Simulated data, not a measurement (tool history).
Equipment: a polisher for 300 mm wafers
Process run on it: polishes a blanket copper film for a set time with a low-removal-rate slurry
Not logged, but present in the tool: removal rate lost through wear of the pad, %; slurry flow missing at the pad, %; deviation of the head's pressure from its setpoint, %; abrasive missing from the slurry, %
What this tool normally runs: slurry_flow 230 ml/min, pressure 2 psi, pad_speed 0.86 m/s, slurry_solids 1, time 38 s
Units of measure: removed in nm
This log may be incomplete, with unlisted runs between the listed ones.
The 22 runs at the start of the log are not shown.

run,hour,slurry_flow,pressure,pad_speed,slurry_solids,time,wafers since the last listed run,wafers polished on this pad,hours since the slurry nozzle was cleaned,hours since the head pressure was calibrated,hours since the slurry blender was calibrated,"incoming thickness of the incoming film, nm",removed
23,1496.4,230,2,0.86,0.75,38,409,3409,267.4,684.9,401.9,1233.9,59.3
# hour 1546.6: slurry blender recalibrated
# hour 1685.7: slurry nozzle cleaned
# hour 1687.6: worn pad replaced by a new one
24,1781.8,230,2,0.86,0.75,38,2963,995,96.1,970.3,235.2,1261.6,57.9
# hour 1804.5: head pressure recalibrated
25,1847.3,180,2.2,0.7,1.25,38,671,1666,161.6,42.8,300.7,1252.8,68.5
26,1906.7,280,2,0.86,1,38,627,2293,221,102.2,360.1,1242.9,72.4
27,1947.4,295,2,0.86,1,34,430,2723,261.7,142.9,400.8,1262.3,64.2
# hour 2038.1: slurry blender recalibrated
28,2038.6,205,2,0.86,1,38,942,3666,352.9,234.1,0.5,1252.9,65.9
# hour 2097.3: worn pad replaced by a new one
29,2115.1,230,2,0.86,1,30,766,188,429.4,310.6,77,1248.5,53.2
# hour 2208.1: slurry nozzle cleaned
30,2212.9,255,1.7,1,1,48,1022,1210,4.8,408.4,174.8,1235.2,80.7

Consider 4 possible next runs. They are alternatives, not a sequence: every one starts from the tool as it was left by run 30. What does each give?
A,2213.3,230,2,0.86,1,38,4,1215,5.2,408.8,175.2,1247.8,?
B,2213.3,165,2.5,1,1,38,4,1215,5.2,408.8,175.2,1247.8,?
C,2213.3,165,2.2,0.86,1.15,38,4,1215,5.2,408.8,175.2,1247.8,?
D,2213.3,230,2,0.86,0.85,38,4,1215,5.2,408.8,175.2,1247.8,?

run,removed
A,66.5
B,79
C,66.1
D,63.6
The same runs, with their run-to-run variation unchanged, on a tool lacking any hidden condition would have given:
run,removed
A,72.8
B,86.5
C,72.3
D,69.7
